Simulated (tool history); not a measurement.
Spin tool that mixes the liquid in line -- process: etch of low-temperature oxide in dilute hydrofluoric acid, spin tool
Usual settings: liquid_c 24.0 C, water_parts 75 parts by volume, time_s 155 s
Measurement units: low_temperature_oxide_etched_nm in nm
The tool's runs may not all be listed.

run,hour,liquid_c,water_parts,time_s,wafers since the last listed run,hours since the thermometer was replaced,hours since the hydrofluoric acid flow meter was replaced,hours since the gauge calibration,"read-back film thickness of the low-temperature oxide reference wafer, read on the same gauge (nm)",low_temperature_oxide_etched_nm
1,0.0,24.0,75,155,0,1228.8,765.4,28.3,129.99,29.55
2,7.8,24.0,75,155,64,1236.6,773.2,36.1,129.98,29.08
3,19.7,24.0,75,155,98,1248.5,785.1,48.0,129.99,29.14
4,50.0,24.0,75,155,249,1278.8,815.4,78.3,130.01,29.48
5,62.0,24.0,75,155,98,1290.8,827.4,90.3,129.99,29.42
6,70.4,24.0,75,155,69,1299.2,835.8,98.7,130.00,29.45
7,107.5,24.0,75,155,305,1336.3,872.9,135.8,130.00,29.02
8,118.5,24.0,75,155,90,1347.3,883.9,146.8,129.99,29.29
9,135.4,24.0,75,155,139,1364.2,900.8,163.7,130.00,29.33
# hour 150.9: thermometer replaced
10,151.8,24.0,75,155,126,0.9,917.2,180.1,130.00,29.29
# hour 157.3: hydrofluoric acid flow meter replaced
11,162.4,24.0,55,155,79,11.5,5.1,190.7,130.00,40.72
12,169.6,24.0,55,155,59,18.7,12.3,197.9,129.98,40.85
13,177.5,24.0,75,240,65,26.6,20.2,205.8,130.00,45.38
14,192.3,28.5,90,115,121,41.4,35.0,220.6,130.02,21.23
# hour 199.1: gauge calibrated
15,205.0,24.0,75,240,104,54.1,47.7,5.9,130.00,45.54
16,222.4,24.0,75,180,143,71.5,65.1,23.3,129.99,34.32
17,232.2,19.5,115,115,80,81.3,74.9,33.1,130.00,11.43
18,241.4,24.0,55,155,75,90.5,84.1,42.3,130.01,40.97
19,253.5,28.0,115,155,99,102.6,96.2,54.4,129.99,21.11
20,263.3,24.0,75,155,80,112.4,106.0,64.2,130.00,29.43
21,274.9,19.5,65,235,95,124.0,117.6,75.8,130.00,43.18
22,290.0,21.5,55,155,124,139.1,132.7,90.9,129.99,36.98
23,303.4,24.0,60,90,110,152.5,146.1,104.3,129.99,21.82
24,314.9,25.5,55,155,94,164.0,157.6,115.8,130.02,43.55
25,327.2,26.5,90,100,101,176.3,169.9,128.1,130.01,16.89

Below are 4 alternative next runs, each starting from the tool's condition after run 25. Predict each:
A,327.7,24.0,90,155,4,176.8,170.4,128.6,?,?
B,327.7,26.0,85,215,4,176.8,170.4,128.6,?,?
C,327.7,27.5,60,245,4,176.8,170.4,128.6,?,?
D,327.7,24.0,75,75,4,176.8,170.4,128.6,?,?

run,"read-back film thickness of the low-temperature oxide reference wafer, read on the same gauge (nm)",low_temperature_oxide_etched_nm
A,129.98,23.83
B,129.98,38.12
C,129.98,67.58
D,129.98,14.10
With the hidden condition removed and each run's random variation left untouched, the same runs would have given:
run,low_temperature_oxide_etched_nm
A,23.83
B,38.12
C,67.58
D,14.10
